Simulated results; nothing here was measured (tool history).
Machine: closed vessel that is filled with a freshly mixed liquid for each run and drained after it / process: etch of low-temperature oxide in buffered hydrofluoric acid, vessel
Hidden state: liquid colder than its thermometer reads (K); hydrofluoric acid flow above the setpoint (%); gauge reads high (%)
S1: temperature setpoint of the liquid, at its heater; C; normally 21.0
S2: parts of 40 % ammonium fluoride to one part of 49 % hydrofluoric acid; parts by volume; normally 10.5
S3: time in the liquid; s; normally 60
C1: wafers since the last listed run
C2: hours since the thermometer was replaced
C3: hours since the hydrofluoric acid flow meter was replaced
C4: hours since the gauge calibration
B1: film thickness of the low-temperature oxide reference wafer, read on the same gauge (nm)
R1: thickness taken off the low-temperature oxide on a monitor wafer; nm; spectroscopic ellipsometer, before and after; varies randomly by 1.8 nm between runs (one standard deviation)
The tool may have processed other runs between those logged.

{"run": 1, "day": 0.0, "S1": 21.0, "S2": 10.5, "S3": 60, "C1": 0, "C2": 2146.6, "C3": 1382.9, "C4": 211.1, "B1": 70.03, "R1": 269.78}
{"run": 2, "day": 0.621, "S1": 21.0, "S2": 10.5, "S3": 35, "C1": 1051, "C2": 2161.5, "C3": 1397.8, "C4": 226.0, "B1": 69.98, "R1": 157.75}
{"run": 3, "day": 1.029, "S1": 21.0, "S2": 10.5, "S3": 35, "C1": 691, "C2": 2171.3, "C3": 1407.6, "C4": 235.8, "B1": 70.0, "R1": 157.31}
{"run": 4, "day": 1.492, "S1": 21.0, "S2": 10.5, "S3": 60, "C1": 783, "C2": 2182.4, "C3": 1418.7, "C4": 246.9, "B1": 69.99, "R1": 269.27}
{"run": 5, "day": 2.192, "S1": 24.0, "S2": 10.5, "S3": 85, "C1": 1185, "C2": 2199.2, "C3": 1435.5, "C4": 263.7, "B1": 69.99, "R1": 455.87}
{"run": 6, "day": 2.579, "S1": 24.0, "S2": 10.5, "S3": 85, "C1": 656, "C2": 2208.5, "C3": 1444.8, "C4": 273.0, "B1": 70.03, "R1": 451.25}
{"run": 7, "day": 2.912, "S1": 23.5, "S2": 10.5, "S3": 60, "C1": 564, "C2": 2216.5, "C3": 1452.8, "C4": 281.0, "B1": 70.0, "R1": 309.89}
{"run": 8, "day": 3.512, "S1": 21.0, "S2": 10.5, "S3": 60, "C1": 1015, "C2": 2230.9, "C3": 1467.2, "C4": 295.4, "B1": 69.95, "R1": 267.99}
{"run": 9, "day": 4.183, "S1": 21.0, "S2": 10.5, "S3": 60, "C1": 1135, "C2": 2247.0, "C3": 1483.3, "C4": 311.5, "B1": 69.99, "R1": 269.6}
{"run": 10, "day": 4.842, "S1": 21.0, "S2": 10.5, "S3": 60, "C1": 1114, "C2": 2262.8, "C3": 1499.1, "C4": 327.3, "B1": 70.02, "R1": 271.54}
{"day": 5.533, "done": "hydrofluoric acid flow meter replaced"}
{"run": 11, "day": 5.554, "S1": 21.0, "S2": 10.5, "S3": 60, "C1": 1135, "C2": 2279.9, "C3": 0.5, "C4": 344.4, "B1": 70.02, "R1": 264.8}
{"run": 12, "day": 5.829, "S1": 19.0, "S2": 14.5, "S3": 75, "C1": 465, "C2": 2286.5, "C3": 7.1, "C4": 351.0, "B1": 70.01, "R1": 217.95}
{"run": 13, "day": 6.338, "S1": 21.0, "S2": 7.5, "S3": 60, "C1": 860, "C2": 2298.7, "C3": 19.3, "C4": 363.2, "B1": 69.97, "R1": 366.55}
{"day": 6.529, "done": "gauge calibrated"}
{"run": 14, "day": 6.608, "S1": 21.0, "S2": 10.5, "S3": 60, "C1": 458, "C2": 2305.2, "C3": 25.8, "C4": 1.9, "B1": 70.02, "R1": 269.68}
{"run": 15, "day": 7.208, "S1": 25.5, "S2": 8.0, "S3": 35, "C1": 1015, "C2": 2319.6, "C3": 40.2, "C4": 16.3, "B1": 70.01, "R1": 254.85}
{"run": 16, "day": 7.771, "S1": 22.5, "S2": 6.5, "S3": 70, "C1": 952, "C2": 2333.1, "C3": 53.7, "C4": 29.8, "B1": 70.03, "R1": 534.22}
{"run": 17, "day": 8.508, "S1": 25.0, "S2": 14.5, "S3": 75, "C1": 1248, "C2": 2350.8, "C3": 71.4, "C4": 47.5, "B1": 69.97, "R1": 302.94}
{"run": 18, "day": 8.954, "S1": 21.0, "S2": 10.5, "S3": 60, "C1": 754, "C2": 2361.5, "C3": 82.1, "C4": 58.2, "B1": 69.98, "R1": 269.45}
{"run": 19, "day": 9.679, "S1": 17.0, "S2": 10.5, "S3": 60, "C1": 1227, "C2": 2378.9, "C3": 99.5, "C4": 75.6, "B1": 69.99, "R1": 212.99}
{"day": 9.788, "done": "thermometer replaced"}
{"run": 20, "day": 10.358, "S1": 21.0, "S2": 8.0, "S3": 50, "C1": 1079, "C2": 13.7, "C3": 115.8, "C4": 91.9, "B1": 70.04, "R1": 319.24}
{"run": 21, "day": 10.933, "S1": 24.5, "S2": 7.0, "S3": 60, "C1": 973, "C2": 27.5, "C3": 129.6, "C4": 105.7, "B1": 69.97, "R1": 539.91}
{"run": 22, "day": 11.367, "S1": 17.5, "S2": 10.5, "S3": 60, "C1": 733, "C2": 37.9, "C3": 140.0, "C4": 116.1, "B1": 70.01, "R1": 244.66}
{"run": 23, "day": 11.908, "S1": 19.5, "S2": 10.5, "S3": 70, "C1": 917, "C2": 50.9, "C3": 153.0, "C4": 129.1, "B1": 70.06, "R1": 324.82}
{"run": 24, "day": 12.392, "S1": 24.0, "S2": 10.5, "S3": 85, "C1": 818, "C2": 62.5, "C3": 164.6, "C4": 140.7, "B1": 70.02, "R1": 505.32}
{"run": 25, "day": 13.046, "S1": 21.0, "S2": 10.5, "S3": 60, "C1": 1107, "C2": 78.2, "C3": 180.3, "C4": 156.4, "B1": 70.01, "R1": 298.82}

Expected results for the next run?
{"run": 26, "day": 13.662, "S1": 25.0, "S2": 8.5, "S3": 60, "C1": 1044, "C2": 93.0, "C3": 195.1, "C4": 171.2, "B1": "?", "R1": "?"}

Run 26 gave B1 69.99, R1 447.77 nm.
With no hidden state in the tool, this same run would have given R1 455.85 nm.
